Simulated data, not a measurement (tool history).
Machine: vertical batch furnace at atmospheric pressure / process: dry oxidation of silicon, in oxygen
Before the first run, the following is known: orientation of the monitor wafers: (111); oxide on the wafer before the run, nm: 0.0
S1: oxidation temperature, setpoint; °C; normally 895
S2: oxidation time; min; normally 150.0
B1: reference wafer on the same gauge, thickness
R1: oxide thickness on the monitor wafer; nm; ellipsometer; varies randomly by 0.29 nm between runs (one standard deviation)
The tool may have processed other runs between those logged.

{"run": 1, "hour": 0.0, "S1": 895, "S2": 150.0, "B1": 53.12, "R1": 51.17}
{"run": 2, "hour": 103.1, "S1": 895, "S2": 150.0, "B1": 53.13, "R1": 51.65}
{"run": 3, "hour": 191.0, "S1": 895, "S2": 150.0, "B1": 53.08, "R1": 51.72}
{"run": 4, "hour": 298.2, "S1": 895, "S2": 196.5, "B1": 53.1, "R1": 62.71}
{"run": 5, "hour": 357.2, "S1": 895, "S2": 196.5, "B1": 53.1, "R1": 63.21}
{"run": 6, "hour": 427.4, "S1": 895, "S2": 196.5, "B1": 53.1, "R1": 62.91}
{"run": 7, "hour": 474.3, "S1": 904, "S2": 150.0, "B1": 53.1, "R1": 57.21}
{"hour": 574.2, "done": "boat lift adjusted"}
{"run": 8, "hour": 574.7, "S1": 904, "S2": 150.0, "B1": 53.11, "R1": 56.34}
{"run": 9, "hour": 657.8, "S1": 895, "S2": 150.0, "B1": 53.13, "R1": 51.97}
{"run": 10, "hour": 827.8, "S1": 895, "S2": 150.0, "B1": 53.11, "R1": 52.45}
{"hour": 856.0, "done": "gauge calibrated"}
{"run": 11, "hour": 867.2, "S1": 903, "S2": 172.5, "B1": 53.12, "R1": 62.33}
{"run": 12, "hour": 951.4, "S1": 895, "S2": 122.0, "B1": 53.1, "R1": 45.17}
{"run": 13, "hour": 994.3, "S1": 895, "S2": 150.0, "B1": 53.05, "R1": 52.04}
{"run": 14, "hour": 1053.4, "S1": 886, "S2": 82.5, "B1": 53.09, "R1": 31.34}
{"run": 15, "hour": 1119.7, "S1": 895, "S2": 150.0, "B1": 53.09, "R1": 52.29}
{"run": 16, "hour": 1198.7, "S1": 895, "S2": 150.0, "B1": 53.08, "R1": 52.95}
{"hour": 1237.7, "done": "thermocouples replaced and temperature profile calibrated"}
{"run": 17, "hour": 1278.3, "S1": 904, "S2": 150.0, "B1": 53.08, "R1": 54.89}
{"run": 18, "hour": 1366.4, "S1": 916, "S2": 150.0, "B1": 53.06, "R1": 61.43}
{"run": 19, "hour": 1421.9, "S1": 902, "S2": 190.5, "B1": 53.15, "R1": 64.11}
{"run": 20, "hour": 1532.9, "S1": 895, "S2": 150.0, "B1": 53.09, "R1": 50.59}
{"run": 21, "hour": 1631.6, "S1": 907, "S2": 101.5, "B1": 53.09, "R1": 43.63}
{"run": 22, "hour": 1668.2, "S1": 885, "S2": 150.0, "B1": 53.1, "R1": 46.29}
{"run": 23, "hour": 1752.7, "S1": 901, "S2": 182.0, "B1": 53.07, "R1": 62.6}

Predict each of these 5 candidate next runs independently; none follows another, all start after run 23:
{"run": "A", "hour": 1758.1, "S1": 895, "S2": 150.0, "B1": "?", "R1": "?"}
{"run": "B", "hour": 1758.1, "S1": 919, "S2": 150.0, "B1": "?", "R1": "?"}
{"run": "C", "hour": 1758.1, "S1": 877, "S2": 197.5, "B1": "?", "R1": "?"}
{"run": "D", "hour": 1758.1, "S1": 886, "S2": 125.0, "B1": "?", "R1": "?"}
{"run": "E", "hour": 1758.1, "S1": 906, "S2": 188.5, "B1": "?", "R1": "?"}

run=A B1=53.10 R1=51.21
run=B B1=53.10 R1=65.15
run=C B1=53.10 R1=51.48
run=D B1=53.10 R1=41.10
run=E B1=53.10 R1=67.10
Without the tool's hidden state the same runs would have given:
run=A R1=49.81
run=B R1=63.47
run=C R1=50.03
run=D R1=39.97
run=E R1=65.29
